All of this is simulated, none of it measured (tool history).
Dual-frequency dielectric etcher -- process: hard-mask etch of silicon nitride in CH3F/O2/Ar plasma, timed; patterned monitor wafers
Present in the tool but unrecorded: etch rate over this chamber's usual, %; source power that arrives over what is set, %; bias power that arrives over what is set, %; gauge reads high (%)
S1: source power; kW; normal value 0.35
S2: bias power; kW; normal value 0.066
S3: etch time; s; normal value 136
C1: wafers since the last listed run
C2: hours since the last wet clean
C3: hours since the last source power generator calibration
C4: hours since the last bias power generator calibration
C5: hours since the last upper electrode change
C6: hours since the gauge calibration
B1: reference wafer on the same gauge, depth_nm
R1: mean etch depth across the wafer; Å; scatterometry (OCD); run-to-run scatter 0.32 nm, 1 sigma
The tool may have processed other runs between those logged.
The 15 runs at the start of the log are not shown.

-- hour=778.2 source power generator calibrated
run 16 hour=785.3 | S1=0.27 S2=0.066 S3=160.5 | C1=240 C2=140.9 C3=7.1 C4=3996.1 C5=100.5 C6=1370 | B1=110.1 | R1=1097
run 17 hour=831.3 | S1=0.35 S2=0.066 S3=136 | C1=293 C2=186.9 C3=53.1 C4=4042.1 C5=146.5 C6=1416 | B1=110.1 | R1=1025
-- hour=832.4 gauge calibrated
run 18 hour=896.6 | S1=0.32 S2=0.066 S3=136 | C1=416 C2=252.2 C3=118.4 C4=4107.4 C5=211.8 C6=64.2 | B1=110 | R1=995
run 19 hour=929 | S1=0.35 S2=0.055 S3=136 | C1=206 C2=284.6 C3=150.8 C4=4139.8 C5=244.2 C6=96.6 | B1=109.9 | R1=937
run 20 hour=988.6 | S1=0.35 S2=0.066 S3=136 | C1=380 C2=344.2 C3=210.4 C4=4199.4 C5=303.8 C6=156.2 | B1=110 | R1=1032
-- hour=1038.3 wet clean of the chamber
run 21 hour=1057.8 | S1=0.29 S2=0.056 S3=171 | C1=288 C2=19.5 C3=279.6 C4=4268.6 C5=373 C6=225.4 | B1=109.9 | R1=1086
run 22 hour=1099.2 | S1=0.35 S2=0.066 S3=136 | C1=264 C2=60.9 C3=321 C4=4310 C5=414.4 C6=266.8 | B1=110.1 | R1=1000
run 23 hour=1125.6 | S1=0.27 S2=0.078 S3=152 | C1=168 C2=87.3 C3=347.4 C4=4336.4 C5=440.8 C6=293.2 | B1=110 | R1=1117
-- hour=1135.9 bias power generator calibrated
run 24 hour=1162.3 | S1=0.3 S2=0.08 S3=170 | C1=208 C2=124 C3=384.1 C4=26.4 C5=477.5 C6=329.9 | B1=110.1 | R1=1317
run 25 hour=1206 | S1=0.44 S2=0.054 S3=136 | C1=278 C2=167.7 C3=427.8 C4=70.1 C5=521.2 C6=373.6 | B1=109.9 | R1=996
run 26 hour=1252.9 | S1=0.3 S2=0.074 S3=159.5 | C1=299 C2=214.6 C3=474.7 C4=117 C5=568.1 C6=420.5 | B1=109.9 | R1=1193
run 27 hour=1302.6 | S1=0.35 S2=0.066 S3=136 | C1=317 C2=264.3 C3=524.4 C4=166.7 C5=617.8 C6=470.2 | B1=110 | R1=1024
run 28 hour=1354.6 | S1=0.27 S2=0.066 S3=109.5 | C1=331 C2=316.3 C3=576.4 C4=218.7 C5=669.8 C6=522.2 | B1=110.1 | R1=750
-- hour=1394.8 wet clean of the chamber
run 29 hour=1395.3 | S1=0.43 S2=0.066 S3=108 | C1=106 C2=0.5 C3=617.1 C4=259.4 C5=710.5 C6=562.9 | B1=110 | R1=857
run 30 hour=1572.6 | S1=0.35 S2=0.066 S3=136 | C1=1131 C2=177.8 C3=794.4 C4=436.7 C5=887.8 C6=740.2 | B1=109.9 | R1=1017

Forecast each of these 3 alternatives for the next run:
run A hour=1573.1 | S1=0.28 S2=0.066 S3=136 | C1=3 C2=178.3 C3=794.9 C4=437.2 C5=888.3 C6=740.7 | B1=? | R1=?
run B hour=1573.1 | S1=0.35 S2=0.07 S3=175.5 | C1=3 C2=178.3 C3=794.9 C4=437.2 C5=888.3 C6=740.7 | B1=? | R1=?
run C hour=1573.1 | S1=0.32 S2=0.056 S3=136 | C1=3 C2=178.3 C3=794.9 C4=437.2 C5=888.3 C6=740.7 | B1=? | R1=?

run=A B1=110 R1=934
run=B B1=110 R1=1346
run=C B1=110 R1=902
With no hidden state in the tool, these same runs would have given:
run=A R1=927
run=B R1=1337
run=C R1=896
